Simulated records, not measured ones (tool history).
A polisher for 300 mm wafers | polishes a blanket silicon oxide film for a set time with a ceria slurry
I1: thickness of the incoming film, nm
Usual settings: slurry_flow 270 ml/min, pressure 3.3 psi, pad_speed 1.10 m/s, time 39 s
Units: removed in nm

Run 1, hour 0.0: usual settings; I1 848.1. Result: removed 181.6 nm.
Run 2, hour 16.5: usual settings but time 49 s; I1 826.1. Result: removed 226.7 nm.
At hour 24.6: worn pad replaced by a new one.
Run 3, hour 25.1: usual settings but time 49 s; I1 835.9. Result: removed 225.5 nm.
Run 4, hour 32.3: usual settings but time 49 s; I1 855.0. Result: removed 227.4 nm.
Run 5, hour 83.8: usual settings but pad_speed 1.00 m/s; I1 850.5. Result: removed 162.0 nm.
Run 6, hour 97.4: usual settings but pad_speed 1.00 m/s; I1 839.2. Result: removed 161.9 nm.
Run 7, hour 104.0: usual settings but pad_speed 1.00 m/s; I1 830.6. Result: removed 163.3 nm.
Run 8, hour 119.0: usual settings; I1 846.9. Result: removed 175.2 nm.
Run 9, hour 128.7: usual settings; I1 826.6. Result: removed 179.3 nm.
Run 10, hour 136.1: usual settings; I1 839.3. Result: removed 181.4 nm.
Run 11, hour 143.2: usual settings; I1 853.1. Result: removed 178.7 nm.
At hour 152.7: worn pad replaced by a new one.
Run 12, hour 156.4: usual settings; I1 851.1. Result: removed 178.2 nm.
Run 13, hour 171.0: usual settings; I1 844.0. Result: removed 176.6 nm.
Run 14, hour 178.7: usual settings but time 32 s; I1 850.7. Result: removed 144.8 nm.
Run 15, hour 195.6: usual settings but pressure 4.2 psi; I1 841.0. Result: removed 224.2 nm.
Run 16, hour 206.2: usual settings but pad_speed 0.84 m/s; I1 849.3. Result: removed 135.5 nm.
Run 17, hour 219.9: usual settings; I1 828.7. Result: removed 177.5 nm.
Run 18, hour 226.8: usual settings but slurry_flow 215 ml/min, time 44 s; I1 838.0. Result: removed 190.7 nm.
Run 19, hour 255.7: usual settings; I1 846.7. Result: removed 176.6 nm.
At hour 268.8: head pressure recalibrated.
Run 20, hour 269.3: usual settings; I1 841.4. Result: removed 191.1 nm.
Run 21, hour 283.6: usual settings but time 49 s; I1 828.4. Result: removed 243.1 nm.
At hour 290.0: worn pad replaced by a new one.
Run 22, hour 292.5: usual settings but pad_speed 0.74 m/s; I1 845.4. Result: removed 129.0 nm.
Run 23, hour 306.0: usual settings but pressure 3.8 psi, pad_speed 1.20 m/s, time 35 s; I1 832.8. Result: removed 216.0 nm.
Run 24, hour 312.0: usual settings but slurry_flow 230 ml/min, pad_speed 1.36 m/s, time 52 s; I1 845.4. Result: removed 308.4 nm.
Run 25, hour 355.5: usual settings but pressure 2.9 psi, pad_speed 0.72 m/s; I1 850.6. Result: removed 110.1 nm.
At hour 363.2: slurry nozzle cleaned.
Run 26, hour 371.4: usual settings but slurry_flow 360 ml/min, pressure 4.0 psi, pad_speed 0.78 m/s; I1 831.3. Result: removed 170.7 nm.
Run 27, hour 384.0: usual settings but slurry_flow 350 ml/min; I1 832.9. Result: removed 195.9 nm.
Run 28, hour 395.4: usual settings but pad_speed 1.36 m/s, time 49 s; I1 852.8. Result: removed 293.3 nm.
At hour 403.7: worn pad replaced by a new one.
Run 29, hour 404.2: usual settings but time 48 s; I1 830.9. Result: removed 235.4 nm.
Run 30, hour 410.8: usual settings but slurry_flow 310 ml/min, pressure 4.3 psi, time 46 s; I1 849.2. Result: removed 296.5 nm.
Run 31, hour 419.0: usual settings but pressure 4.4 psi, time 51 s; I1 838.6. Result: removed 330.7 nm.
Run 32, hour 428.8: usual settings but pad_speed 1.44 m/s; I1 827.9. Result: removed 246.3 nm.
Run 33, hour 437.1: usual settings but slurry_flow 230 ml/min, time 34 s; I1 833.5. Result: removed 163.6 nm.
Run 34, hour 452.6: usual settings; I1 831.7. Result: removed 189.8 nm.
Run 35, hour 462.9: usual settings but pad_speed 1.30 m/s, time 47 s; I1 847.1. Result: removed 272.9 nm.
Run 36, hour 493.2: usual settings but pressure 3.8 psi, time 32 s; I1 854.0. Result: removed 178.4 nm.

5 ways to go on from here, each from the tool as it stands after run 36. What would each give?
Run A, hour 493.6: usual settings; I1 838.6. Result: removed ?.
Run B, hour 493.6: usual settings but slurry_flow 210 ml/min, pressure 2.4 psi, time 50 s; I1 838.6. Result: removed ?.
Run C, hour 493.6: usual settings but pressure 2.2 psi; I1 838.6. Result: removed ?.
Run D, hour 493.6: usual settings but pad_speed 0.78 m/s, time 30 s; I1 838.6. Result: removed ?.
Run E, hour 493.6: usual settings but slurry_flow 360 ml/min, pad_speed 0.98 m/s, time 47 s; I1 838.6. Result: removed ?.

run  removed
  A    191.4
  B    172.9
  C    127.6
  D    104.4
  E    211.1
Without the tool's hidden state the same runs would have given:
run  removed
  A    195.4
  B    176.5
  C    130.2
  D    106.6
  E    215.4
